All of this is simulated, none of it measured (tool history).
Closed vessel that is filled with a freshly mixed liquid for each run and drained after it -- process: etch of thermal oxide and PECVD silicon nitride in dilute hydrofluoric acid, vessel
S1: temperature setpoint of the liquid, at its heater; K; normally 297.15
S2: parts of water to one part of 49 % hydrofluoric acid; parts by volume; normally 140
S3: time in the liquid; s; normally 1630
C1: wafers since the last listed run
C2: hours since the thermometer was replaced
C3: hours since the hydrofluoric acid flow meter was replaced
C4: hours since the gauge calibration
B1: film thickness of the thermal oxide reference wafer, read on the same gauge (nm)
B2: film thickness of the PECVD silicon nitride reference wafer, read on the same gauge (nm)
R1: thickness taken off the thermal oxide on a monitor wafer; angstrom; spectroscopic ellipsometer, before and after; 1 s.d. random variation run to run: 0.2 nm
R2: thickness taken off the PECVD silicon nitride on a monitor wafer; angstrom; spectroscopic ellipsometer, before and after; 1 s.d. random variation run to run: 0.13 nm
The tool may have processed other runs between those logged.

run   hour      S1   S2    S3    C1      C2     C3     C4      B1     B2     R1     R2
  1      0  297.15  120  1630     0    1134  275.2  183.8     110     40  678.6    301
  2     29  297.15  120  1630  1083    1163  304.2  212.8  110.01  39.98  689.4    303
  3   46.4  297.15  120  1630   650  1180.4  321.6  230.2  109.99  40.01  690.8  306.3
  4   76.5  297.15  140  1630  1124  1210.5  351.7  260.3  109.99  40.01  578.9  264.5
  5   97.8  297.15  180   940   795  1231.8    373  281.6     110  40.02  247.7  116.7
  6  118.8  297.15  180   940   784  1252.8    394  302.6  110.02  39.98  249.8  118.4
  7  150.5  297.15  180   940  1184  1284.5  425.7  334.3  110.01  39.98  250.6  120.1
     154.2  -- thermometer replaced
  8  229.5  297.15  140  1630  2914    75.3  504.7  413.3  110.01  39.99  533.8  228.9
     241.5  -- hydrofluoric acid flow meter replaced
     262.7  -- gauge calibrated
  9  263.9  293.65  200  1950  1248   109.7   22.4    1.2  109.99  39.97    348  144.6
 10  283.1  301.15  110  1630   717   128.9   41.6   20.4  109.95  40.04  778.5  356.4
 11  312.4  297.15  140  1630  1094   158.2   70.9   49.7     110  40.01  508.7  216.2
 12  327.1  297.15  140  1030   549   172.9   85.6   64.4  110.02  40.02  320.9  138.8
 13  355.4  299.15   75  1630  1057   201.2  113.9   92.7  109.97  40.02   1123  465.2
 14  381.1  297.15  180   940   960   226.9  139.6  118.4  109.99  40.02  222.2  100.1
 15  398.3  297.15  140   945   642   244.1  156.8  135.6  110.05  39.98  298.3  128.3
 16  432.2  297.15  205  2005  1266     278  190.7  169.5     110  40.01  404.6  187.3
 17    468  299.65  140  2180  1337   313.8  226.5  205.3  109.97     40  765.3    351

How would selected steps in R1 from run to run divide? Give the signed amount a tool lacking its hidden state would still show from settings, what came in and random variation, and the signed amount left for the hidden state, including any gauge scatter that is not in both of the compared results.
The tool's hidden condition here consists of: liquid hotter than its thermometer reads (K); hydrofluoric acid flow above the setpoint (%); gauge reads high (%).
Run 4 -> 5: S2 140 -> 180, S3 1630 -> 940. R1 -331.2 angstrom: hidden state -48.1, all else -283.1.
Run 13 -> 14: S1 299.15 -> 297.15, S2 75 -> 180, S3 1630 -> 940. R1 -900.8 angstrom: hidden state -32.9, all else -867.9.
